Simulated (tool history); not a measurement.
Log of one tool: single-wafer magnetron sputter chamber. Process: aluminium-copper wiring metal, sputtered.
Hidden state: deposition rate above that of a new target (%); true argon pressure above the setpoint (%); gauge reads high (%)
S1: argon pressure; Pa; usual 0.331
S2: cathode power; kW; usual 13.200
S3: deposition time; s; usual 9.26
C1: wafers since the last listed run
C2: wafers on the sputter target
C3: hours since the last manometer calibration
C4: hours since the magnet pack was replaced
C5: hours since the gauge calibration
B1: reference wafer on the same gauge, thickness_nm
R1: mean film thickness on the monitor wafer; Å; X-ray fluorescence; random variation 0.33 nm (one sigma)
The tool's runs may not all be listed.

Run 1, hour 0.0: usual settings; C1 0; C2 464; C3 2069.3; C4 6458.1; C5 304.2; B1 199.003. Result: R1 2168.38 Å.
Run 2, hour 15.0: usual settings; C1 631; C2 1096; C3 2084.3; C4 6473.1; C5 319.2; B1 199.063. Result: R1 2153.67 Å.
Run 3, hour 27.2: usual settings; C1 513; C2 1609; C3 2096.5; C4 6485.3; C5 331.4; B1 199.042. Result: R1 2141.46 Å.
Run 4, hour 38.3: usual settings but S2 14.800 kW; C1 467; C2 2076; C3 2107.6; C4 6496.4; C5 342.5; B1 199.072. Result: R1 2405.40 Å.
Run 5, hour 46.2: usual settings but S2 14.800 kW; C1 332; C2 2409; C3 2115.5; C4 6504.3; C5 350.4; B1 199.020. Result: R1 2392.01 Å.
Run 6, hour 60.8: usual settings but S1 0.274 Pa; C1 614; C2 3024; C3 2130.1; C4 6518.9; C5 365.0; B1 198.983. Result: R1 2192.01 Å.
At hour 76.3: sputter target and shields replaced.
Run 7, hour 76.8: usual settings but S3 10.70 s; C1 336; C2 22; C3 2146.1; C4 6534.9; C5 381.0; B1 198.997. Result: R1 2542.24 Å.
Run 8, hour 84.2: usual settings but S3 10.70 s; C1 311; C2 333; C3 2153.5; C4 6542.3; C5 388.4; B1 198.997. Result: R1 2526.00 Å.
Run 9, hour 98.7: usual settings but S3 10.70 s; C1 610; C2 944; C3 2168.0; C4 6556.8; C5 402.9; B1 198.911. Result: R1 2505.23 Å.
Run 10, hour 106.5: usual settings; C1 328; C2 1272; C3 2175.8; C4 6564.6; C5 410.7; B1 199.034. Result: R1 2172.67 Å.
At hour 124.1: capacitance manometer re-zeroed and calibrated.
Run 11, hour 124.6: usual settings; C1 425; C2 1697; C3 0.5; C4 6582.7; C5 428.8; B1 199.026. Result: R1 2161.23 Å.
Run 12, hour 128.4: usual settings but S2 14.850 kW; C1 159; C2 1857; C3 4.3; C4 6586.5; C5 432.6; B1 198.970. Result: R1 2429.61 Å.
Run 13, hour 142.7: usual settings but S2 14.850 kW; C1 601; C2 2459; C3 18.6; C4 6600.8; C5 446.9; B1 198.998. Result: R1 2423.04 Å.
At hour 152.9: gauge calibrated.
At hour 159.1: sputter target and shields replaced.
Run 14, hour 159.6: usual settings but S1 0.304 Pa; C1 374; C2 19; C3 35.5; C4 6617.7; C5 6.7; B1 198.923. Result: R1 2225.92 Å.
Run 15, hour 174.4: usual settings but S1 0.232 Pa, S2 15.450 kW, S3 11.03 s; C1 623; C2 642; C3 50.3; C4 6632.5; C5 21.5; B1 198.998. Result: R1 3170.94 Å.
Run 16, hour 187.2: usual settings but S1 0.225 Pa; C1 538; C2 1181; C3 63.1; C4 6645.3; C5 34.3; B1 199.070. Result: R1 2278.01 Å.
Run 17, hour 198.5: usual settings; C1 475; C2 1657; C3 74.4; C4 6656.6; C5 45.6; B1 198.891. Result: R1 2165.05 Å.
Run 18, hour 205.7: usual settings; C1 303; C2 1960; C3 81.6; C4 6663.8; C5 52.8; B1 198.973. Result: R1 2160.97 Å.
Run 19, hour 212.4: usual settings but S1 0.284 Pa, S3 8.56 s; C1 282; C2 2242; C3 88.3; C4 6670.5; C5 59.5; B1 198.926. Result: R1 2039.50 Å.
Run 20, hour 223.3: usual settings but S1 0.434 Pa, S2 10.950 kW, S3 10.54 s; C1 458; C2 2701; C3 99.2; C4 6681.4; C5 70.4; B1 198.977. Result: R1 1950.16 Å.
At hour 240.1: sputter target and shields replaced.
At hour 247.3: magnet pack replaced.
Run 21, hour 247.8: usual settings but S3 8.54 s; C1 393; C2 22; C3 123.7; C4 0.5; C5 94.9; B1 199.096. Result: R1 2018.28 Å.
Run 22, hour 248.1: usual settings but S2 12.300 kW; C1 12; C2 34; C3 124.0; C4 0.8; C5 95.2; B1 199.020. Result: R1 2041.48 Å.
Run 23, hour 257.6: usual settings but S2 11.500 kW; C1 399; C2 434; C3 133.5; C4 10.3; C5 104.7; B1 199.012. Result: R1 1893.93 Å.
Run 24, hour 265.6: usual settings but S2 14.300 kW, S3 10.56 s; C1 336; C2 771; C3 141.5; C4 18.3; C5 112.7; B1 198.976. Result: R1 2687.43 Å.
Run 25, hour 276.2: usual settings but S2 12.000 kW; C1 446; C2 1217; C3 152.1; C4 28.9; C5 123.3; B1 198.946. Result: R1 1968.65 Å.
Run 26, hour 282.6: usual settings; C1 269; C2 1487; C3 158.5; C4 35.3; C5 129.7; B1 199.116. Result: R1 2167.91 Å.
Run 27, hour 288.6: usual settings but S2 11.100 kW, S3 8.38 s; C1 252; C2 1739; C3 164.5; C4 41.3; C5 135.7; B1 198.965. Result: R1 1644.28 Å.
Run 28, hour 305.0: usual settings but S1 0.394 Pa, S3 7.46 s; C1 690; C2 2430; C3 180.9; C4 57.7; C5 152.1; B1 198.989. Result: R1 1693.51 Å.
At hour 318.9: sputter target and shields replaced.
Run 29, hour 319.5: usual settings; C1 273; C2 24; C3 195.4; C4 72.2; C5 166.6; B1 199.153. Result: R1 2203.34 Å.
Run 30, hour 330.6: usual settings; C1 467; C2 491; C3 206.5; C4 83.3; C5 177.7; B1 198.922. Result: R1 2184.29 Å.
Run 31, hour 343.4: usual settings; C1 538; C2 1030; C3 219.3; C4 96.1; C5 190.5; B1 198.958. Result: R1 2171.52 Å.
Run 32, hour 353.2: usual settings but S2 11.700 kW; C1 412; C2 1443; C3 229.1; C4 105.9; C5 200.3; B1 199.106. Result: R1 1924.22 Å.
Run 33, hour 364.1: usual settings; C1 458; C2 1902; C3 240.0; C4 116.8; C5 211.2; B1 198.943. Result: R1 2161.18 Å.
Run 34, hour 370.7: usual settings but S1 0.265 Pa, S2 15.300 kW; C1 277; C2 2179; C3 246.6; C4 123.4; C5 217.8; B1 198.926. Result: R1 2579.71 Å.

How the hidden state differs across the entries between the runs, from the last listed run before each to the first after it:
Between runs 6 and 7: sputter target and shields replaced (hour 76.3)
  deposition rate above that of a new target (%): -3.02 -> -0.253
  measured less the result without the state, R1: -68.27 -> -6.44 Å
Between runs 10 and 11: capacitance manometer re-zeroed and calibrated (hour 124.1)
  deposition rate above that of a new target (%): -1.64 -> -1.99
  measured less the result without the state, R1: -36.26 -> -43.95 Å
Between runs 13 and 14: gauge calibrated (hour 152.9); sputter target and shields replaced (hour 159.1)
  deposition rate above that of a new target (%): -2.18 -> -0.343
  measured less the result without the state, R1: -53.95 -> -7.67 Å
Between runs 20 and 21: sputter target and shields replaced (hour 240.1); magnet pack replaced (hour 247.3)
  deposition rate above that of a new target (%): -2.26 -> -0.632
  measured less the result without the state, R1: -45.01 -> -12.84 Å
Between runs 28 and 29: sputter target and shields replaced (hour 318.9)
  deposition rate above that of a new target (%): -2.07 -> -0.245
  measured less the result without the state, R1: -35.77 -> -5.41 Å
